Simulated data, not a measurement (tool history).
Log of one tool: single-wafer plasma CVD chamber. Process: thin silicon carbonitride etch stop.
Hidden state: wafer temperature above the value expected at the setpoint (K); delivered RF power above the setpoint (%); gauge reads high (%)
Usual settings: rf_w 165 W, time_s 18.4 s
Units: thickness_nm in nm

run	hour	rf_w	time_s	wafers since the last listed run	hours since the last thermocouple change	hours since the last RF generator calibration	hours since the showerhead was replaced	hours since the gauge calibration	read-back reference wafer on the same gauge, thickness_nm	thickness_nm
1	0	165	20	0	1812.9	1550.8	7897.5	798	10.107	11.26
2	21.8	165	20	428	1834.7	1572.6	7919.3	819.8	10.092	11.237
3	38.2	165	20	322	1851.1	1589	7935.7	836.2	10.104	11.268
4	64.7	165	18.4	521	1877.6	1615.5	7962.2	862.7	10.104	10.35
5	97.8	165	18.4	650	1910.7	1648.6	7995.3	895.8	10.106	10.345
6	131.2	165	18.4	656	1944.1	1682	8028.7	929.2	10.109	10.378
7	152.7	165	18.4	422	1965.6	1703.5	8050.2	950.7	10.101	10.335
8	170.7	165	18.4	353	1983.6	1721.5	8068.2	968.7	10.097	10.352
9	201.6	190	17.5	607	2014.5	1752.4	8099.1	999.6	10.095	10.22
10	214.8	145	20.8	259	2027.7	1765.6	8112.3	1012.8	10.099	11.327
11	247.6	145	20.8	644	2060.5	1798.4	8145.1	1045.6	10.104	11.313
# hour 261.7: gauge calibrated
12	274.5	155	18.4	528	2087.4	1825.3	8172	12.8	10.097	10.194
13	306.5	155	18.4	629	2119.4	1857.3	8204	44.8	10.094	10.209
14	332.8	155	18.4	517	2145.7	1883.6	8230.3	71.1	10.093	10.195
15	356	165	18.4	456	2168.9	1906.8	8253.5	94.3	10.1	10.327
16	385.4	190	19.6	578	2198.3	1936.2	8282.9	123.7	10.103	11.452
17	418.3	165	18.4	646	2231.2	1969.1	8315.8	156.6	10.101	10.318
# hour 437.9: thermocouple changed; heater temperature recalibrated
18	450.7	165	20	479	12.8	2001.5	8348.2	189	10.098	11.214
# hour 468.6: showerhead replaced, of another model than before
19	470.6	175	21.8	233	32.7	2021.4	2	208.9	10.102	12.338
# hour 480.2: RF generator calibrated
20	486.4	165	18.4	153	48.5	6.2	17.8	224.7	10.103	10.541
21	517.8	175	15.6	617	79.9	37.6	49.2	256.1	10.105	9.167
22	546.9	150	20.7	572	109	66.7	78.3	285.2	10.099	11.274
23	578.2	155	18.4	615	140.3	98	109.6	316.5	10.103	10.191
24	613.7	135	20.9	698	175.8	133.5	145.1	352	10.099	10.778
25	641.4	165	16.9	544	203.5	161.2	172.8	379.7	10.103	9.615
26	654.1	165	15.8	249	216.2	173.9	185.5	392.4	10.101	9.015
27	676.8	140	17.3	446	238.9	196.6	208.2	415.1	10.098	9.09
28	690.5	165	18.4	269	252.6	210.3	221.9	428.8	10.097	10.438
29	725.4	135	17	686	287.5	245.2	256.8	463.7	10.105	8.73
30	756.1	165	18.4	603	318.2	275.9	287.5	494.4	10.101	10.445
31	788.3	180	18.4	633	350.4	308.1	319.7	526.6	10.102	10.819
32	816	150	21	544	378.1	335.8	347.4	554.3	10.104	11.348
33	837	135	17	412	399.1	356.8	368.4	575.3	10.106	8.721

4 ways to go on from here, each from the tool as it stands after run 33. What would each give?
A	837.4	140	18.4	7	399.5	357.2	368.8	575.7	?	?
B	837.4	195	20.1	7	399.5	357.2	368.8	575.7	?	?
C	837.4	165	16.3	7	399.5	357.2	368.8	575.7	?	?
D	837.4	195	21.8	7	399.5	357.2	368.8	575.7	?	?

run	read-back reference wafer on the same gauge, thickness_nm	thickness_nm
A	10.103	9.596
B	10.103	12.197
C	10.103	9.194
D	10.103	13.229
Without the tool's hidden state the same runs would have given:
run	thickness_nm
A	9.788
B	12.441
C	9.378
D	13.493
